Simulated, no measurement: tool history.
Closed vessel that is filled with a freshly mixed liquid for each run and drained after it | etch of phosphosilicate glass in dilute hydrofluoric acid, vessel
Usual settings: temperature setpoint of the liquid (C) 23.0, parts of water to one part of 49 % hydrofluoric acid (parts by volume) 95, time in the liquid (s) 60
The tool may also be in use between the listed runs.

run,hour,temperature setpoint of the liquid (C),parts of water to one part of 49 % hydrofluoric acid (parts by volume),time in the liquid (s),"read-back film thickness of the phosphosilicate glass reference wafer, read on the same gauge (nm)",thickness taken off the phosphosilicate glass on a monitor wafer (angstrom)
1,0.0,23.0,95,60,29.98,1291.9
2,10.6,23.0,95,60,29.98,1285.7
3,18.9,23.0,95,60,30.01,1276.3
4,26.9,23.0,95,60,30.01,1290.9
5,42.9,23.0,95,60,29.99,1295.6
6,94.1,23.0,95,60,29.96,1312.4
7,107.4,23.0,95,60,30.00,1323.3
8,122.3,23.0,95,60,30.03,1332.3
9,138.7,23.0,95,60,29.96,1328.4
10,147.9,23.0,95,45,30.03,995.4
11,154.0,23.0,95,60,30.01,1338.0
12,168.2,21.5,95,50,30.02,1044.9
13,179.8,21.5,95,50,30.00,1044.3
14,195.2,23.0,95,60,30.00,1329.6
15,208.3,27.0,135,35,29.96,616.0
16,216.7,23.0,95,60,30.03,1340.7
17,229.8,23.0,110,90,29.99,1725.3
18,246.9,26.0,95,50,30.02,1271.3
19,256.2,23.0,95,60,30.05,1359.5
20,264.3,19.5,95,35,30.03,686.5
21,276.1,26.5,110,30,29.98,664.7
22,315.4,27.0,135,35,29.98,563.0
23,321.9,21.0,95,60,30.01,1161.8
24,333.3,23.0,95,60,30.01,1250.9
25,342.9,20.5,55,80,30.03,2753.5
26,360.5,28.0,125,40,30.03,749.7
27,371.3,26.0,95,60,29.98,1432.3
28,379.1,20.0,80,85,30.03,1932.4
29,394.2,18.0,140,80,29.99,895.1

Taken out of this log: 3 entries between the listed runs. Where each belongs, and how the hidden state differs across it:
Between runs 9 and 10: gauge calibrated (hour 139.6); thermometer replaced (hour 142.7)
  hydrofluoric acid flow above the setpoint (%): 5.76 -> 5.93
  measured less the result without the state, thickness taken off the phosphosilicate glass on a monitor wafer (angstrom): +80.3 -> +61.7
Between runs 21 and 22: hydrofluoric acid flow meter replaced (hour 309.3)
  hydrofluoric acid flow above the setpoint (%): 8.28 -> 0.764
  measured less the result without the state, thickness taken off the phosphosilicate glass on a monitor wafer (angstrom): +57.4 -> +4.9
